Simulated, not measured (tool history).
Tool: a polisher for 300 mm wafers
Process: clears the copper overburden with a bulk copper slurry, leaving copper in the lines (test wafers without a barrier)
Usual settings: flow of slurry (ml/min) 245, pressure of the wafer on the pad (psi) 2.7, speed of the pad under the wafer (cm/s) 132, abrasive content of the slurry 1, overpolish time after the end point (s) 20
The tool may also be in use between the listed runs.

run    hour  flow of slurry (ml/min)  pressure of the wafer on the pad (psi)  speed of the pad under the wafer (cm/s)  abrasive content of the slurry  overpolish time after the end point (s)  incoming thickness of the incoming film, nm  time until the end point was called (s)  dishing of a wide line in a test structure (Å)
  1       0                      245                                     2.7                                      132                               1                                       28                                        924.2                                     78.3                                             892
  2      48                      245                                     2.7                                      146                               1                                       20                                        952.4                                     74.5                                             866
       61.6  -- head pressure recalibrated
       66.3  -- worn pad replaced by a new one
  3    93.6                      245                                     2.7                                      132                               1                                       20                                          927                                     71.7                                             822
  4   137.4                      245                                     2.7                                      132                               1                                       20                                        956.9                                     76.8                                             850
  5   180.4                      305                                     2.7                                      132                               1                                       20                                        937.2                                     75.5                                             854
      195.9  -- slurry nozzle cleaned
  6   236.5                      245                                     2.7                                      132                               1                                       12                                        955.5                                     78.6                                             665
  7   289.8                      245                                     2.7                                      132                               1                                       12                                        937.6                                     78.3                                             665
      295.7  -- slurry blender recalibrated
  8   319.6                      245                                     2.7                                      132                               1                                       12                                        943.3                                     77.4                                             653
  9   345.1                      245                                     2.7                                      132                               1                                       20                                        932.7                                     77.3                                             809
 10   375.7                      245                                     2.7                                      132                               1                                       20                                        948.2                                     78.2                                             840
      380.9  -- worn pad replaced by a new one
 11   437.3                      275                                     2.7                                      132                               1                                       20                                        951.8                                     75.8                                             821
 12   475.3                      275                                     2.7                                      132                               1                                       20                                        928.4                                     78.1                                             829
 13   503.8                      275                                     2.7                                      132                               1                                       20                                        934.3                                     78.6                                             807
 14   559.9                      275                                     1.9                                      132                               1                                       20                                        937.5                                    109.8                                             697
 15   624.1                      245                                     2.7                                      132                               1                                       20                                        933.6                                     79.3                                             845
      649.3  -- slurry blender recalibrated
      660.8  -- worn pad replaced by a new one
 16   661.3                      290                                     2.7                                      112                            1.25                                       16                                          946                                     83.4                                             730
        714  -- slurry nozzle cleaned
 17   724.5                      245                                     2.7                                      132                               1                                       12                                        947.1                                     81.3                                             672
 18   795.4                      280                                     2.7                                      162                               1                                       20                                        937.4                                     68.4                                             854
 19   823.7                      300                                     2.7                                      132                               1                                       16                                          960                                     78.9                                             735
 20   871.4                      245                                     2.7                                      132                               1                                       30                                          942                                     81.3                                             900
        893  -- head pressure recalibrated
      944.1  -- slurry blender recalibrated
      980.7  -- worn pad replaced by a new one
 21  1065.3                      270                                     2.7                                      132                               1                                       20                                        933.5                                     86.7                                             806
     1090.3  -- head pressure recalibrated, repeated, since the last time left the tool worse
 22  1102.5                      245                                     2.7                                      132                               1                                       20                                        938.4                                     75.9                                             825
 23  1160.2                      245                                     2.7                                      132                               1                                       12                                        940.1                                     74.3                                             672

The next listed run, before its measurement:
     1172.3  -- slurry nozzle cleaned
     1215.1  -- slurry blender recalibrated
 24  1217.1                      285                                       3                                      132                               1                                       29                                        954.9                                        ?                                               ?

time until the end point was called (s): 68.3
dishing of a wide line in a test structure (Å): 932
Without the tool's hidden state the same run would have given time until the end point was called (s) 66.7, dishing of a wide line in a test structure (Å) 940.

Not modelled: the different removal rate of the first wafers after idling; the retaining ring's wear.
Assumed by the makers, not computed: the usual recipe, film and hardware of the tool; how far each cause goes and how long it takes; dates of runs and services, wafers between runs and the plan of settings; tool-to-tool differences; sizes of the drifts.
